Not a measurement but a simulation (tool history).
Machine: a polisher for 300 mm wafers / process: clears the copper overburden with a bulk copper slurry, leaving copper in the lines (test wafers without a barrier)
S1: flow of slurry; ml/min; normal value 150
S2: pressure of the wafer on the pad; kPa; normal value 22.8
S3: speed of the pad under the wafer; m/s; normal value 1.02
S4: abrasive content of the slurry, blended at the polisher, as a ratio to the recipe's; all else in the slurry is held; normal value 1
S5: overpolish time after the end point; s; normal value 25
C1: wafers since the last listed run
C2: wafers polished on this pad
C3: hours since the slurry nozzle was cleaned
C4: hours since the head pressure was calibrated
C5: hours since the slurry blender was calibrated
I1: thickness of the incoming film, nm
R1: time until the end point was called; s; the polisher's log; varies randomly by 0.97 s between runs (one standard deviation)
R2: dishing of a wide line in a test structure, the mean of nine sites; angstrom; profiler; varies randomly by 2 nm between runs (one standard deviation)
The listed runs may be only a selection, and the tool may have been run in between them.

Run 1, hour 0: usual settings; C1 0; C2 784; C3 466.4; C4 288.3; C5 366.6; I1 1406. Result: R1 108.1 s, R2 1189 angstrom.
At hour 5.8: worn pad replaced by a new one.
Run 2, hour 11.7: usual settings; C1 67; C2 51; C3 478.1; C4 300; C5 378.3; I1 1404.3. Result: R1 107.1 s, R2 1204 angstrom.
At hour 16: slurry blender recalibrated.
Run 3, hour 22.9: usual settings; C1 80; C2 132; C3 489.3; C4 311.2; C5 6.9; I1 1374.1. Result: R1 105.3 s, R2 1229 angstrom.
Run 4, hour 35.8: usual settings but S2 26.9 kPa; C1 112; C2 245; C3 502.2; C4 324.1; C5 19.8; I1 1404.4. Result: R1 92.1 s, R2 1348 angstrom.
Run 5, hour 51.4: usual settings but S2 26.9 kPa; C1 136; C2 382; C3 517.8; C4 339.7; C5 35.4; I1 1408.2. Result: R1 90.3 s, R2 1293 angstrom.
Run 6, hour 66.1: usual settings; C1 128; C2 510; C3 532.5; C4 354.4; C5 50.1; I1 1384.8. Result: R1 108.9 s, R2 1179 angstrom.
Run 7, hour 78.1: usual settings; C1 105; C2 615; C3 544.5; C4 366.4; C5 62.1; I1 1382.7. Result: R1 108.6 s, R2 1221 angstrom.
Run 8, hour 87: usual settings; C1 77; C2 693; C3 553.4; C4 375.3; C5 71; I1 1391.2. Result: R1 107.8 s, R2 1203 angstrom.
At hour 93.1: worn pad replaced by a new one.
Run 9, hour 103.9: usual settings but S5 33 s; C1 112; C2 94; C3 570.3; C4 392.2; C5 87.9; I1 1401. Result: R1 107.8 s, R2 1331 angstrom.
Run 10, hour 113.7: usual settings but S2 20 kPa, S5 19 s; C1 85; C2 180; C3 580.1; C4 402; C5 97.7; I1 1367.5. Result: R1 120.7 s, R2 967 angstrom.
At hour 115: slurry nozzle cleaned.
Run 11, hour 124.9: usual settings but S2 17.9 kPa, S4 0.8; C1 89; C2 269; C3 9.9; C4 413.2; C5 108.9; I1 1381.5. Result: R1 156.9 s, R2 937 angstrom.
Run 12, hour 134.4: usual settings; C1 83; C2 352; C3 19.4; C4 422.7; C5 118.4; I1 1396.6. Result: R1 118.5 s, R2 1153 angstrom.
Run 13, hour 142.2: usual settings; C1 68; C2 420; C3 27.2; C4 430.5; C5 126.2; I1 1406.8. Result: R1 120 s, R2 1135 angstrom.
Run 14, hour 149.2: usual settings; C1 61; C2 482; C3 34.2; C4 437.5; C5 133.2; I1 1412.3. Result: R1 119.9 s, R2 1158 angstrom.
Run 15, hour 161.4: usual settings but S3 1.22 m/s; C1 106; C2 588; C3 46.4; C4 449.7; C5 145.4; I1 1397.1. Result: R1 100.7 s, R2 1222 angstrom.
Run 16, hour 173: usual settings; C1 101; C2 690; C3 58; C4 461.3; C5 157; I1 1374.5. Result: R1 121.3 s, R2 1160 angstrom.
At hour 181.9: worn pad replaced by a new one.
Run 17, hour 189.2: usual settings but S3 1.18 m/s, S5 18 s; C1 106; C2 63; C3 74.2; C4 477.5; C5 173.2; I1 1390.3. Result: R1 106.2 s, R2 1041 angstrom.
Run 18, hour 197.5: usual settings but S1 165 ml/min, S2 17.2 kPa, S4 0.8; C1 72; C2 136; C3 82.5; C4 485.8; C5 181.5; I1 1401.2. Result: R1 166.4 s, R2 926 angstrom.
At hour 202.5: slurry nozzle cleaned, repeated, since the last time left the tool worse.
Run 19, hour 212.5: usual settings but S1 165 ml/min, S4 0.85, S5 37 s; C1 122; C2 259; C3 10; C4 500.8; C5 196.5; I1 1401. Result: R1 104.5 s, R2 1416 angstrom.
At hour 215.1: head pressure recalibrated.
Run 20, hour 223: usual settings; C1 74; C2 333; C3 20.5; C4 7.9; C5 207; I1 1405.5. Result: R1 101 s, R2 1253 angstrom.
Run 21, hour 237: usual settings but S3 0.88 m/s; C1 122; C2 456; C3 34.5; C4 21.9; C5 221; I1 1366.3. Result: R1 114.4 s, R2 1166 angstrom.
Run 22, hour 249.3: usual settings but S4 1.1, S5 18 s; C1 107; C2 563; C3 46.8; C4 34.2; C5 233.3; I1 1402. Result: R1 98.7 s, R2 1070 angstrom.
Run 23, hour 258.9: usual settings but S2 27.6 kPa, S4 1.25; C1 84; C2 647; C3 56.4; C4 43.8; C5 242.9; I1 1370.8. Result: R1 80.6 s, R2 1376 angstrom.
Run 24, hour 266.2: usual settings but S3 0.78 m/s, S5 30 s; C1 63; C2 711; C3 63.7; C4 51.1; C5 250.2; I1 1413. Result: R1 133 s, R2 1195 angstrom.
At hour 283.5: worn pad replaced by a new one.
Run 25, hour 284: usual settings but S1 100 ml/min, S4 1.15, S5 36 s; C1 120; C2 3; C3 81.5; C4 68.9; C5 268; I1 1369.9. Result: R1 106 s, R2 1350 angstrom.
Run 26, hour 298: usual settings but S1 185 ml/min, S2 19.3 kPa; C1 122; C2 126; C3 95.5; C4 82.9; C5 282; I1 1380. Result: R1 114.9 s, R2 1148 angstrom.
Run 27, hour 305.8: usual settings but S1 130 ml/min, S3 0.9 m/s, S4 1.2; C1 68; C2 194; C3 103.3; C4 90.7; C5 289.8; I1 1412.8. Result: R1 116.5 s, R2 1200 angstrom.
Run 28, hour 322.8: usual settings but S1 125 ml/min, S3 1.24 m/s, S4 0.75; C1 148; C2 343; C3 120.3; C4 107.7; C5 306.8; I1 1409. Result: R1 95.1 s, R2 1276 angstrom.

Each row is a separate what-if for the run after 28, all from the same tool condition, not one after another. Results?
Run A, hour 323.3: usual settings; C1 4; C2 348; C3 120.8; C4 108.2; C5 307.3; I1 1386.6. Result: R1 ?, R2 ?.
Run B, hour 323.3: usual settings but S1 170 ml/min; C1 4; C2 348; C3 120.8; C4 108.2; C5 307.3; I1 1386.6. Result: R1 ?, R2 ?.
Run C, hour 323.3: usual settings but S1 165 ml/min, S4 1.1; C1 4; C2 348; C3 120.8; C4 108.2; C5 307.3; I1 1386.6. Result: R1 ?, R2 ?.
Run D, hour 323.3: usual settings but S3 1.26 m/s; C1 4; C2 348; C3 120.8; C4 108.2; C5 307.3; I1 1386.6. Result: R1 ?, R2 ?.

run     R1    R2
  A  100.2  1231
  B     98  1242
  C   96.6  1249
  D   81.1  1330
Without the tool's unlogged condition, the same runs would have read:
run    R1    R2
  A  98.9  1238
  B  96.8  1248
  C  95.4  1255
  D  80.1  1335

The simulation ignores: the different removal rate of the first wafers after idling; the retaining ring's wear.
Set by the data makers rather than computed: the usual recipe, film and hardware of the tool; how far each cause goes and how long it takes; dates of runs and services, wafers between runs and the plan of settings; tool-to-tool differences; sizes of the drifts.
